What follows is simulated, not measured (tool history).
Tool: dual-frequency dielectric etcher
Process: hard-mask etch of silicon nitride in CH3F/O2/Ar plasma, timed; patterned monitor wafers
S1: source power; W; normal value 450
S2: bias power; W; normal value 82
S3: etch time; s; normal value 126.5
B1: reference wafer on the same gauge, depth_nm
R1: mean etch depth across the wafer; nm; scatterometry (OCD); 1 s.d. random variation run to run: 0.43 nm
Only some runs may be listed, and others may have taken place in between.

Run 1, hour 0: usual settings but S1 390 W, S2 88 W; B1 109.6. Result: R1 101.3 nm.
Run 2, hour 15.2: usual settings but S1 390 W, S2 88 W; B1 109.5. Result: R1 101.3 nm.
Run 3, hour 31.3: usual settings but S1 390 W, S2 88 W; B1 109.3. Result: R1 101.9 nm.
Run 4, hour 44.9: usual settings; B1 109.5. Result: R1 102.5 nm.
Run 5, hour 56.8: usual settings; B1 109.5. Result: R1 102.9 nm.
At hour 83.2: wet clean of the chamber.
At hour 88.5: upper electrode replaced.
Run 6, hour 89: usual settings but S1 510 W; B1 109.5. Result: R1 100.3 nm.
Run 7, hour 112.7: usual settings but S1 510 W; B1 109.7. Result: R1 102.1 nm.
At hour 116.7: bias power generator calibrated.
Run 8, hour 120.9: usual settings; B1 109.6. Result: R1 96.9 nm.
At hour 123.7: gauge calibrated.
At hour 130.5: source power generator calibrated.
Run 9, hour 136.2: usual settings but S1 410 W, S2 99 W, S3 104.5 s; B1 109.5. Result: R1 85.5 nm.
Run 10, hour 144.8: usual settings but S1 360 W, S2 75 W; B1 109.4. Result: R1 87.9 nm.
Run 11, hour 162.1: usual settings but S1 560 W; B1 109.5. Result: R1 104.9 nm.
Run 12, hour 171.4: usual settings but S1 380 W, S2 70 W; B1 109.6. Result: R1 86.1 nm.
Run 13, hour 182.5: usual settings but S1 500 W, S2 73 W, S3 154.5 s; B1 109.5. Result: R1 118 nm.
Run 14, hour 194.6: usual settings but S1 350 W, S3 159.5 s; B1 109.5. Result: R1 115.3 nm.

Here are 4 independent what-if runs from the current tool condition. What would each one return?
Run A, hour 195.1: usual settings but S1 410 W; B1 ?. Result: R1 ?.
Run B, hour 195.1: usual settings but S1 370 W, S2 67 W, S3 155.5 s; B1 ?. Result: R1 ?.
Run C, hour 195.1: usual settings but S1 390 W; B1 ?. Result: R1 ?.
Run D, hour 195.1: usual settings but S1 380 W, S3 139 s; B1 ?. Result: R1 ?.

run     B1     R1
  A  109.6   95.7
  B  109.6  103.7
  C  109.6   94.3
  D  109.6  102.9
Had the tool no hidden state, the same runs would have come out as:
run     R1
  A   94.7
  B  102.6
  C   93.4
  D  101.9

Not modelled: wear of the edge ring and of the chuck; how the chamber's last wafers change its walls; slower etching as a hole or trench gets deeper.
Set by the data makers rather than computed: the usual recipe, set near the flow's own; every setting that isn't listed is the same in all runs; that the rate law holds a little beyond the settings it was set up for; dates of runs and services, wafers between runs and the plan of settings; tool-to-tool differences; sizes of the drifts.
